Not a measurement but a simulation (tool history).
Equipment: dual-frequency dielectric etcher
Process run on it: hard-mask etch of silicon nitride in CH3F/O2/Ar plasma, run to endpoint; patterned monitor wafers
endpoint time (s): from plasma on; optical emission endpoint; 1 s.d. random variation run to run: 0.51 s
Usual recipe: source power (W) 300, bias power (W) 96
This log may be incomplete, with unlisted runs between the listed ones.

| run | hour | source power (W) | bias power (W) | wafers since the last listed run | hours since the last wet clean | hours since the last source power generator calibration | hours since the last bias power generator calibration | hours since the last upper electrode change | incoming incoming film thickness, nm | endpoint time (s) |
|---|---|---|---|---|---|---|---|---|---|---|
| 1 | 0 | 300 | 96 | 0 | 170.8 | 4825.9 | 4518.8 | 3473.3 | 42.22 | 60.8 |
| 2 | 7.2 | 300 | 96 | 58 | 178 | 4833.1 | 4526 | 3480.5 | 42.27 | 62.6 |
| 3 | 22.7 | 300 | 96 | 126 | 193.5 | 4848.6 | 4541.5 | 3496 | 41.58 | 60.3 |
| 4 | 29.6 | 270 | 109 | 56 | 200.4 | 4855.5 | 4548.4 | 3502.9 | 42.28 | 60.7 |
| 5 | 36.3 | 270 | 109 | 54 | 207.1 | 4862.2 | 4555.1 | 3509.6 | 42.25 | 61.9 |
| 6 | 51.8 | 300 | 103 | 126 | 222.6 | 4877.7 | 4570.6 | 3525.1 | 42.17 | 59.7 |
| 7 | 65 | 300 | 103 | 107 | 235.8 | 4890.9 | 4583.8 | 3538.3 | 41.97 | 59.1 |
|  | 75 | source power generator calibrated |
| 8 | 96.5 | 360 | 96 | 224 | 267.3 | 21.5 | 4615.3 | 3569.8 | 42 | 57.3 |
| 9 | 108.8 | 360 | 96 | 100 | 279.6 | 33.8 | 4627.6 | 3582.1 | 41.91 | 56.6 |
| 10 | 121.5 | 300 | 104 | 103 | 292.3 | 46.5 | 4640.3 | 3594.8 | 41.73 | 59.8 |
| 11 | 137.5 | 300 | 77 | 130 | 308.3 | 62.5 | 4656.3 | 3610.8 | 41.86 | 67.7 |
| 12 | 154.8 | 300 | 77 | 141 | 325.6 | 79.8 | 4673.6 | 3628.1 | 41.79 | 68.1 |
|  | 173.2 | bias power generator calibrated |
| 13 | 173.7 | 270 | 96 | 121 | 344.5 | 98.7 | 0.5 | 3647 | 42.26 | 65.7 |
| 14 | 179.3 | 260 | 75 | 45 | 350.1 | 104.3 | 6.1 | 3652.6 | 41.85 | 75.7 |
| 15 | 192.8 | 260 | 82 | 110 | 363.6 | 117.8 | 19.6 | 3666.1 | 41.94 | 72 |
| 16 | 199.4 | 370 | 89 | 53 | 370.2 | 124.4 | 26.2 | 3672.7 | 41.95 | 59.1 |
| 17 | 213.6 | 300 | 118 | 115 | 384.4 | 138.6 | 40.4 | 3686.9 | 41.56 | 56.9 |
|  | 240.8 | wet clean of the chamber |
| 18 | 241.3 | 300 | 96 | 30 | 0.5 | 166.3 | 68.1 | 3714.6 | 41.61 | 58.3 |
| 19 | 241.6 | 240 | 113 | 2 | 0.8 | 166.6 | 68.4 | 3714.9 | 42.16 | 61.2 |
| 20 | 244.3 | 300 | 102 | 22 | 3.5 | 169.3 | 71.1 | 3717.6 | 41.99 | 57.7 |
|  | 272.3 | upper electrode replaced |
| 21 | 272.8 | 300 | 96 | 36 | 32 | 197.8 | 99.6 | 0.5 | 42.04 | 59.9 |
| 22 | 275.5 | 300 | 96 | 22 | 34.7 | 200.5 | 102.3 | 3.2 | 41.86 | 58.9 |
| 23 | 283.2 | 380 | 80 | 62 | 42.4 | 208.2 | 110 | 10.9 | 41.9 | 57.8 |
| 24 | 299.6 | 240 | 112 | 133 | 58.8 | 224.6 | 126.4 | 27.3 | 42.21 | 62.6 |
| 25 | 312.6 | 300 | 76 | 106 | 71.8 | 237.6 | 139.4 | 40.3 | 41.74 | 66.6 |
| 26 | 322.1 | 300 | 96 | 77 | 81.3 | 247.1 | 148.9 | 49.8 | 41.68 | 59 |
| 27 | 339.6 | 340 | 117 | 142 | 98.8 | 264.6 | 166.4 | 67.3 | 41.93 | 50.8 |
| 28 | 348.8 | 300 | 96 | 75 | 108 | 273.8 | 175.6 | 76.5 | 42.28 | 60.8 |
| 29 | 356.5 | 260 | 118 | 62 | 115.7 | 281.5 | 183.3 | 84.2 | 41.69 | 58.2 |
| 30 | 370.8 | 300 | 96 | 116 | 130 | 295.8 | 197.6 | 98.5 | 41.74 | 59 |
| 31 | 412.1 | 270 | 111 | 337 | 171.3 | 337.1 | 238.9 | 139.8 | 41.86 | 59.4 |
| 32 | 426.2 | 350 | 74 | 115 | 185.4 | 351.2 | 253 | 153.9 | 42.02 | 63.7 |
| 33 | 434.6 | 220 | 84 | 68 | 193.8 | 359.6 | 261.4 | 162.3 | 42.22 | 74.7 |
| 34 | 452.3 | 250 | 96 | 144 | 211.5 | 377.3 | 279.1 | 180 | 41.77 | 67.5 |
| 35 | 459.4 | 230 | 74 | 57 | 218.6 | 384.4 | 286.2 | 187.1 | 41.75 | 78 |
| 36 | 473.1 | 300 | 96 | 111 | 232.3 | 398.1 | 299.9 | 200.8 | 41.67 | 59.9 |

Selected run-to-run steps in endpoint time (s), each split into two signed amounts: the part the tool would show with no hidden state at all (from settings, incoming material and random variation), and the remainder, which goes to the hidden state together with any gauge scatter not common to the measured and the hidden-state-free results:
Unlogged tool condition in this case: etch rate over this chamber's usual, %; source power that arrives over what is set, %; bias power that arrives over what is set, %.
Run 10 -> 11: bias power (W) 104 -> 77. endpoint time (s) +7.9: hidden state +0.6, all else +7.3.
Run 15 -> 16: source power (W) 260 -> 370, bias power (W) 82 -> 89. endpoint time (s) -12.9: hidden state -0.8, all else -12.1.
Run 17 -> 18: bias power (W) 118 -> 96, wet clean of the chamber. endpoint time (s) +1.4: hidden state -3.5, all else +4.9.
Run 32 -> 33: source power (W) 350 -> 220, bias power (W) 74 -> 84. endpoint time (s) +11: hidden state +0.5, all else +10.5.
Run 35 -> 36: source power (W) 230 -> 300, bias power (W) 74 -> 96. endpoint time (s) -18.1: hidden state -0.6, all else -17.5.

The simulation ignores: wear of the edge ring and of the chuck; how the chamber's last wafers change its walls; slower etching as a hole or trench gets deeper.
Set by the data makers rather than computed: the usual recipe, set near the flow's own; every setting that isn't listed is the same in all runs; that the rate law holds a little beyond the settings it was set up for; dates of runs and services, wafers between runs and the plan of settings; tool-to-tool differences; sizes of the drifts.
